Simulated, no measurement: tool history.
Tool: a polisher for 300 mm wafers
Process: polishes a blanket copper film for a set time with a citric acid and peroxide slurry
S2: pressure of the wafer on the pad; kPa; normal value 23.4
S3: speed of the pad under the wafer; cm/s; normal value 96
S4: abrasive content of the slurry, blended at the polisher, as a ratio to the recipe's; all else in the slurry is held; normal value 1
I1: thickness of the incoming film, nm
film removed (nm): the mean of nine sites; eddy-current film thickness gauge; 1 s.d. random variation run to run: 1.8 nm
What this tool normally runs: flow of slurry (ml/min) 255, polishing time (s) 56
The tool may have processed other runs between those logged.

{"run": 1, "hour": 0.0, "flow of slurry (ml/min)": 255, "S2": 23.4, "S3": 96, "S4": 1, "polishing time (s)": 56, "I1": 872.4, "film removed (nm)": 175.8}
{"run": 2, "hour": 16.0, "flow of slurry (ml/min)": 255, "S2": 23.4, "S3": 96, "S4": 1, "polishing time (s)": 56, "I1": 886.5, "film removed (nm)": 176.9}
{"run": 3, "hour": 27.9, "flow of slurry (ml/min)": 255, "S2": 23.4, "S3": 96, "S4": 1, "polishing time (s)": 56, "I1": 874.5, "film removed (nm)": 177.9}
{"run": 4, "hour": 39.1, "flow of slurry (ml/min)": 255, "S2": 23.4, "S3": 96, "S4": 1, "polishing time (s)": 56, "I1": 864.7, "film removed (nm)": 176.1}
{"run": 5, "hour": 46.9, "flow of slurry (ml/min)": 255, "S2": 23.4, "S3": 124, "S4": 1, "polishing time (s)": 76, "I1": 884.2, "film removed (nm)": 299.5}
{"run": 6, "hour": 57.8, "flow of slurry (ml/min)": 255, "S2": 23.4, "S3": 96, "S4": 1, "polishing time (s)": 56, "I1": 882.2, "film removed (nm)": 174.9}
{"run": 7, "hour": 71.9, "flow of slurry (ml/min)": 255, "S2": 23.4, "S3": 96, "S4": 1, "polishing time (s)": 56, "I1": 881.2, "film removed (nm)": 179.9}
{"run": 8, "hour": 86.4, "flow of slurry (ml/min)": 255, "S2": 23.4, "S3": 96, "S4": 1.15, "polishing time (s)": 56, "I1": 873.4, "film removed (nm)": 183.1}
{"run": 9, "hour": 94.6, "flow of slurry (ml/min)": 220, "S2": 30.3, "S3": 82, "S4": 1, "polishing time (s)": 37, "I1": 880.3, "film removed (nm)": 129.8}
{"run": 10, "hour": 135.5, "flow of slurry (ml/min)": 225, "S2": 15.9, "S3": 96, "S4": 1, "polishing time (s)": 56, "I1": 877.7, "film removed (nm)": 117.5}
{"run": 11, "hour": 144.4, "flow of slurry (ml/min)": 255, "S2": 23.4, "S3": 124, "S4": 1, "polishing time (s)": 56, "I1": 873.1, "film removed (nm)": 224.4}
{"run": 12, "hour": 155.4, "flow of slurry (ml/min)": 255, "S2": 23.4, "S3": 96, "S4": 1, "polishing time (s)": 56, "I1": 885, "film removed (nm)": 175.5}
{"run": 13, "hour": 164.1, "flow of slurry (ml/min)": 300, "S2": 23.4, "S3": 70, "S4": 1.2, "polishing time (s)": 73, "I1": 876.1, "film removed (nm)": 185.4}
{"run": 14, "hour": 178.1, "flow of slurry (ml/min)": 255, "S2": 23.4, "S3": 68, "S4": 1, "polishing time (s)": 61, "I1": 874.7, "film removed (nm)": 144.7}
{"run": 15, "hour": 191.0, "flow of slurry (ml/min)": 255, "S2": 29, "S3": 96, "S4": 1.15, "polishing time (s)": 42, "I1": 878.3, "film removed (nm)": 168.8}
{"run": 16, "hour": 208.2, "flow of slurry (ml/min)": 255, "S2": 19.3, "S3": 96, "S4": 0.7, "polishing time (s)": 56, "I1": 870.3, "film removed (nm)": 132.7}
{"run": 17, "hour": 216.4, "flow of slurry (ml/min)": 255, "S2": 23.4, "S3": 96, "S4": 1, "polishing time (s)": 56, "I1": 892.8, "film removed (nm)": 175.7}
{"run": 18, "hour": 233.4, "flow of slurry (ml/min)": 255, "S2": 23.4, "S3": 96, "S4": 1, "polishing time (s)": 56, "I1": 865.2, "film removed (nm)": 175}
{"run": 19, "hour": 240.7, "flow of slurry (ml/min)": 215, "S2": 23.4, "S3": 96, "S4": 1, "polishing time (s)": 56, "I1": 877.6, "film removed (nm)": 155.7}
{"run": 20, "hour": 256.8, "flow of slurry (ml/min)": 300, "S2": 27.6, "S3": 96, "S4": 1.25, "polishing time (s)": 56, "I1": 882.6, "film removed (nm)": 196.8}
{"run": 21, "hour": 273.9, "flow of slurry (ml/min)": 255, "S2": 23.4, "S3": 96, "S4": 1.15, "polishing time (s)": 66, "I1": 869.9, "film removed (nm)": 195.9}
{"run": 22, "hour": 312.9, "flow of slurry (ml/min)": 255, "S2": 23.4, "S3": 96, "S4": 1, "polishing time (s)": 56, "I1": 870.3, "film removed (nm)": 159.8}
{"run": 23, "hour": 324.6, "flow of slurry (ml/min)": 210, "S2": 15.9, "S3": 76, "S4": 0.85, "polishing time (s)": 56, "I1": 880.8, "film removed (nm)": 83.2}
{"run": 24, "hour": 340.3, "flow of slurry (ml/min)": 255, "S2": 23.4, "S3": 96, "S4": 1, "polishing time (s)": 56, "I1": 876.4, "film removed (nm)": 162.7}
{"run": 25, "hour": 351.3, "flow of slurry (ml/min)": 185, "S2": 20, "S3": 96, "S4": 1, "polishing time (s)": 39, "I1": 873.5, "film removed (nm)": 93.1}
{"run": 26, "hour": 367.5, "flow of slurry (ml/min)": 255, "S2": 23.4, "S3": 96, "S4": 1, "polishing time (s)": 56, "I1": 877.1, "film removed (nm)": 164.6}
{"run": 27, "hour": 375.6, "flow of slurry (ml/min)": 255, "S2": 23.4, "S3": 96, "S4": 1, "polishing time (s)": 56, "I1": 867.3, "film removed (nm)": 166.9}
{"run": 28, "hour": 392.2, "flow of slurry (ml/min)": 190, "S2": 26.9, "S3": 76, "S4": 0.9, "polishing time (s)": 56, "I1": 875.6, "film removed (nm)": 146.5}
{"run": 29, "hour": 400.3, "flow of slurry (ml/min)": 255, "S2": 23.4, "S3": 96, "S4": 0.9, "polishing time (s)": 56, "I1": 884.7, "film removed (nm)": 162.6}

Put back what was entered between runs (7 entries, withheld): which listed runs does each sit between, and how does the hidden state differ from the listed run before to the listed run after?
From run 5 to run 6: slurry blender recalibrated (hour 55)
  deviation of the head's pressure from its setpoint, %: 11.7 -> 11.8
  the result without the hidden state subtracted from the measured one, film removed (nm): +30.9 -> +18
From run 7 to run 8: worn pad replaced by a new one (hour 79.2)
  deviation of the head's pressure from its setpoint, %: 11.8 -> 11.9
  the result without the hidden state subtracted from the measured one, film removed (nm): +18.6 -> +19.1
From run 15 to run 16: worn pad replaced by a new one (hour 201.1)
  deviation of the head's pressure from its setpoint, %: 12.3 -> 12.4
  the result without the hidden state subtracted from the measured one, film removed (nm): +18.2 -> +14.2
From run 18 to run 19: head pressure recalibrated (hour 238.5)
  deviation of the head's pressure from its setpoint, %: 12.4 -> -1.23
  the result without the hidden state subtracted from the measured one, film removed (nm): +18.9 -> -1.9
From run 20 to run 21: slurry nozzle cleaned (hour 259.2)
  deviation of the head's pressure from its setpoint, %: -0.468 -> 0.295
  the result without the hidden state subtracted from the measured one, film removed (nm): -0.9 -> +0.5
From run 22 to run 23: worn pad replaced by a new one (hour 323.6)
  deviation of the head's pressure from its setpoint, %: 1.86 -> 2.28
  the result without the hidden state subtracted from the measured one, film removed (nm): +2.9 -> +1.8
From run 25 to run 26: slurry blender recalibrated (hour 355.2)
  deviation of the head's pressure from its setpoint, %: 3.18 -> 3.67
  the result without the hidden state subtracted from the measured one, film removed (nm): +2.8 -> +5.7
